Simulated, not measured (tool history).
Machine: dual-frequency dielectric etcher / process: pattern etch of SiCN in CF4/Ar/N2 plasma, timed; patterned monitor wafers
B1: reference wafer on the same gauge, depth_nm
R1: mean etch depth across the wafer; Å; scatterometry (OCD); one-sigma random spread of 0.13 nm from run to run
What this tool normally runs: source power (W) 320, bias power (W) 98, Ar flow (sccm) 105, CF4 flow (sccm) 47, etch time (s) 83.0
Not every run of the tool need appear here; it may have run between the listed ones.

{"run": 1, "day": 0.0, "source power (W)": 240, "bias power (W)": 98, "Ar flow (sccm)": 105, "CF4 flow (sccm)": 51, "etch time (s)": 83.0, "B1": 47.7, "R1": 428}
{"run": 2, "day": 0.404, "source power (W)": 320, "bias power (W)": 98, "Ar flow (sccm)": 105, "CF4 flow (sccm)": 47, "etch time (s)": 59.5, "B1": 47.7, "R1": 415}
{"run": 3, "day": 0.721, "source power (W)": 320, "bias power (W)": 98, "Ar flow (sccm)": 116, "CF4 flow (sccm)": 47, "etch time (s)": 83.0, "B1": 47.7, "R1": 575}
{"run": 4, "day": 1.221, "source power (W)": 260, "bias power (W)": 98, "Ar flow (sccm)": 84, "CF4 flow (sccm)": 47, "etch time (s)": 83.0, "B1": 47.7, "R1": 474}
{"run": 5, "day": 1.562, "source power (W)": 320, "bias power (W)": 98, "Ar flow (sccm)": 105, "CF4 flow (sccm)": 54, "etch time (s)": 70.0, "B1": 47.7, "R1": 498}
{"day": 1.829, "done": "source power generator calibrated"}
{"run": 6, "day": 2.279, "source power (W)": 320, "bias power (W)": 98, "Ar flow (sccm)": 95, "CF4 flow (sccm)": 47, "etch time (s)": 83.0, "B1": 47.7, "R1": 546}
{"run": 7, "day": 2.942, "source power (W)": 320, "bias power (W)": 98, "Ar flow (sccm)": 105, "CF4 flow (sccm)": 47, "etch time (s)": 83.0, "B1": 47.7, "R1": 541}
{"run": 8, "day": 3.408, "source power (W)": 340, "bias power (W)": 98, "Ar flow (sccm)": 122, "CF4 flow (sccm)": 36, "etch time (s)": 103.0, "B1": 47.7, "R1": 683}
{"run": 9, "day": 4.15, "source power (W)": 270, "bias power (W)": 75, "Ar flow (sccm)": 98, "CF4 flow (sccm)": 42, "etch time (s)": 83.0, "B1": 47.7, "R1": 389}
{"run": 10, "day": 4.429, "source power (W)": 320, "bias power (W)": 83, "Ar flow (sccm)": 113, "CF4 flow (sccm)": 47, "etch time (s)": 83.0, "B1": 47.7, "R1": 493}
{"day": 4.429, "done": "gauge calibrated"}
{"run": 11, "day": 5.112, "source power (W)": 320, "bias power (W)": 98, "Ar flow (sccm)": 105, "CF4 flow (sccm)": 47, "etch time (s)": 83.0, "B1": 47.7, "R1": 547}
{"run": 12, "day": 5.625, "source power (W)": 320, "bias power (W)": 98, "Ar flow (sccm)": 105, "CF4 flow (sccm)": 47, "etch time (s)": 83.0, "B1": 47.7, "R1": 547}
{"run": 13, "day": 5.933, "source power (W)": 300, "bias power (W)": 121, "Ar flow (sccm)": 85, "CF4 flow (sccm)": 47, "etch time (s)": 83.0, "B1": 47.7, "R1": 582}
{"run": 14, "day": 6.442, "source power (W)": 320, "bias power (W)": 98, "Ar flow (sccm)": 114, "CF4 flow (sccm)": 42, "etch time (s)": 83.0, "B1": 47.6, "R1": 533}
{"run": 15, "day": 6.888, "source power (W)": 260, "bias power (W)": 115, "Ar flow (sccm)": 105, "CF4 flow (sccm)": 47, "etch time (s)": 75.5, "B1": 47.7, "R1": 434}
{"run": 16, "day": 8.883, "source power (W)": 320, "bias power (W)": 98, "Ar flow (sccm)": 105, "CF4 flow (sccm)": 47, "etch time (s)": 83.0, "B1": 47.7, "R1": 550}
{"run": 17, "day": 9.412, "source power (W)": 280, "bias power (W)": 110, "Ar flow (sccm)": 105, "CF4 flow (sccm)": 54, "etch time (s)": 64.0, "B1": 47.7, "R1": 397}
{"run": 18, "day": 9.829, "source power (W)": 340, "bias power (W)": 86, "Ar flow (sccm)": 85, "CF4 flow (sccm)": 42, "etch time (s)": 83.0, "B1": 47.7, "R1": 547}
{"run": 19, "day": 10.279, "source power (W)": 320, "bias power (W)": 98, "Ar flow (sccm)": 105, "CF4 flow (sccm)": 47, "etch time (s)": 83.0, "B1": 47.7, "R1": 551}
{"run": 20, "day": 12.175, "source power (W)": 320, "bias power (W)": 98, "Ar flow (sccm)": 105, "CF4 flow (sccm)": 43, "etch time (s)": 83.0, "B1": 47.7, "R1": 544}
{"run": 21, "day": 12.642, "source power (W)": 320, "bias power (W)": 78, "Ar flow (sccm)": 88, "CF4 flow (sccm)": 53, "etch time (s)": 63.5, "B1": 47.7, "R1": 386}

What if the next run were any one of these 5? Each begins from the tool's condition after run 21:
{"run": "A", "day": 12.658, "source power (W)": 320, "bias power (W)": 98, "Ar flow (sccm)": 105, "CF4 flow (sccm)": 47, "etch time (s)": 83.0, "B1": "?", "R1": "?"}
{"run": "B", "day": 12.658, "source power (W)": 370, "bias power (W)": 98, "Ar flow (sccm)": 105, "CF4 flow (sccm)": 38, "etch time (s)": 83.0, "B1": "?", "R1": "?"}
{"run": "C", "day": 12.658, "source power (W)": 320, "bias power (W)": 98, "Ar flow (sccm)": 88, "CF4 flow (sccm)": 47, "etch time (s)": 91.0, "B1": "?", "R1": "?"}
{"run": "D", "day": 12.658, "source power (W)": 340, "bias power (W)": 119, "Ar flow (sccm)": 105, "CF4 flow (sccm)": 47, "etch time (s)": 93.0, "B1": "?", "R1": "?"}
{"run": "E", "day": 12.658, "source power (W)": 320, "bias power (W)": 98, "Ar flow (sccm)": 94, "CF4 flow (sccm)": 47, "etch time (s)": 83.0, "B1": "?", "R1": "?"}

run=A B1=47.7 R1=552
run=B B1=47.7 R1=624
run=C B1=47.7 R1=616
run=D B1=47.7 R1=729
run=E B1=47.7 R1=558
With the hidden condition removed and each run's random variation left untouched, the same runs would have given:
run=A R1=542
run=B R1=612
run=C R1=604
run=D R1=715
run=E R1=547
